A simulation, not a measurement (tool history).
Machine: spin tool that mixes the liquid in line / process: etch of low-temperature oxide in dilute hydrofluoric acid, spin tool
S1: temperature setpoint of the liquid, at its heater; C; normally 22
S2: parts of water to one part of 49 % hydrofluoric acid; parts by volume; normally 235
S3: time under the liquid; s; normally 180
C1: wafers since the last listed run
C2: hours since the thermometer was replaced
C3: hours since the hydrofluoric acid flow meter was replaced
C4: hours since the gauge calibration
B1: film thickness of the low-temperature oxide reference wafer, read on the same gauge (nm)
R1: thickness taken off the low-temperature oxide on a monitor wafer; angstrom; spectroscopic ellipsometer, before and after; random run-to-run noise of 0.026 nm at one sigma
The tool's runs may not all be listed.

run   hour    S1   S2   S3   C1     C2      C3     C4      B1     R1
  1      0    22  235  210    0  141.6  1882.5  326.3  149.97   68.8
  2   53.3    22  235  180  341  194.9  1935.8  379.6  149.99   59.2
  3     83    22  235  180  190  224.6  1965.5  409.3  149.98   58.8
  4  136.2    22  195  225  340  277.8  2018.7  462.5  150.03     92
  5  191.4  23.5  235  180  353    333  2073.9  517.7  150.04   61.3
  6  244.4  23.5  235  180  339    386  2126.9  570.7  149.98   61.7
  7  269.3  23.5  235  180  159  410.9  2151.8  595.6     150   61.3
  8  314.5    22  235  180  289  456.1    2197  640.8  149.98   58.1
  9  361.4    22  235  180  300    503  2243.9  687.7  150.04   57.5
 10  395.9    22  235  180  220  537.5  2278.4  722.2  150.02   56.9
     408.3  -- hydrofluoric acid flow meter replaced
 11  459.3  23.5  355  260  399  600.9      51  785.6  149.97   56.2
     468.8  -- gauge calibrated
     508.3  -- thermometer replaced
 12  509.3  24.5  150  270  313      1     101   40.5  150.01  179.3
 13  556.6    22  235  180  302   48.3   148.3   87.8  149.99   63.2
 14  615.6    22  235  180  377  107.3   207.3  146.8  149.99   63.2
 15  643.9  20.5  235  180  181  135.6   235.6  175.1  150.01   59.7
 16  682.1    22  345  180  244  173.8   273.8  213.3  150.01   38.7
 17  711.9  20.5  320   75  190  203.6   303.6  243.1  149.98   16.7
 18  753.3    24  310  230  264    245     345  284.5  149.98   60.6

Predict the results of run 19:
 19  815.4  26.5  195  95  397  307.1  407.1  346.6   ?   ?

Run 19 measured B1 150.01, R1 48.8 angstrom.
Without the tool's hidden state the same run would have given R1 50.2 angstrom.

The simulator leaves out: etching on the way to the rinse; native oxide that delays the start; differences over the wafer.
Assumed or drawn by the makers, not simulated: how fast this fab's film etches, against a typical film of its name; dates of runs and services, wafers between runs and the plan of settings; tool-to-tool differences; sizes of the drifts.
